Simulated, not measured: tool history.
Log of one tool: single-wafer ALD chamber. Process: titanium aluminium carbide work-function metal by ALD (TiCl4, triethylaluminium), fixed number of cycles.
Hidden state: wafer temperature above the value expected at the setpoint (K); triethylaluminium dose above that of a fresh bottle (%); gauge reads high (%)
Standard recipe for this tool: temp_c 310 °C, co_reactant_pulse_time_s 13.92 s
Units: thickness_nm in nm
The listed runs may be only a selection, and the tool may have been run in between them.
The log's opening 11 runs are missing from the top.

run,day,temp_c,co_reactant_pulse_time_s,wafers since the last listed run,hours since the last thermocouple change,hours since the last triethylaluminium bottle change,hours since the showerhead was replaced,hours since the gauge calibration,"read-back reference wafer on the same gauge, thickness_nm",thickness_nm
12,6.5,303,15.76,187,3016.6,36.3,5647.6,451,2.541,1.694
13,7.192,310,13.92,199,3033.2,52.9,5664.2,467.6,2.539,1.552
14,7.896,321,13.92,202,3050.1,69.8,5681.1,484.5,2.543,1.581
15,8.471,301,9.03,165,3063.9,83.6,5694.9,498.3,2.541,0.794
# day 9.288: thermocouple changed; heater temperature recalibrated
16,9.308,310,13.92,145,0.5,103.7,5715,518.4,2.537,1.454
17,9.608,321,10.94,86,7.7,110.9,5722.2,525.6,2.541,1.128
# day 10.204: triethylaluminium bottle replaced, repeated, since the last time left the tool worse
18,10.225,303,18.97,81,22.5,0.5,5737,540.4,2.542,2.097
19,10.238,322,10.83,3,22.8,0.8,5737.3,540.7,2.537,2.141
# day 11.867: gauge calibrated
20,12.271,315,11.29,585,71.6,49.6,5786.1,9.7,2.541,2.093
# day 13.1: showerhead replaced
21,13.121,322,10.83,148,92,70,0.5,30.1,2.539,2.115
22,13.304,310,13.92,52,96.4,74.4,4.9,34.5,2.54,2.12
23,13.996,295,16.05,199,113,91,21.5,51.1,2.539,2.012
24,14.45,325,11.65,130,123.9,101.9,32.4,62,2.541,2.182
25,15.688,296,16.05,356,153.6,131.6,62.1,91.7,2.541,2.035
26,16.1,324,13.92,118,163.5,141.5,72,101.6,2.54,2.24
27,16.792,305,18.45,199,180.1,158.1,88.6,118.2,2.54,2.125
28,17.438,315,16.51,185,195.6,173.6,104.1,133.7,2.543,2.19
29,17.712,310,13.92,79,202.2,180.2,110.7,140.3,2.542,2.101
30,18.221,318,10.05,146,214.4,192.4,122.9,152.5,2.541,1.981
31,18.554,310,13.92,95,222.4,200.4,130.9,160.5,2.542,2.115
32,19.012,302,10.26,131,233.4,211.4,141.9,171.5,2.54,1.867
33,19.654,314,9.34,184,248.8,226.8,157.3,186.9,2.54,1.85
34,20.325,315,18.66,193,264.9,242.9,173.4,203,2.541,2.204

Predict each of these 3 candidate next runs independently; none follows another, all start after run 34:
A,20.342,310,19.07,4,265.3,243.3,173.8,203.4,?,?
B,20.342,310,17.78,4,265.3,243.3,173.8,203.4,?,?
C,20.342,304,13.92,4,265.3,243.3,173.8,203.4,?,?

run,"read-back reference wafer on the same gauge, thickness_nm",thickness_nm
A,2.542,2.155
B,2.542,2.153
C,2.542,2.077
Take away the tool's hidden state, keep each run's random variation, and the runs would have read:
run,thickness_nm
A,2.157
B,2.156
C,2.093
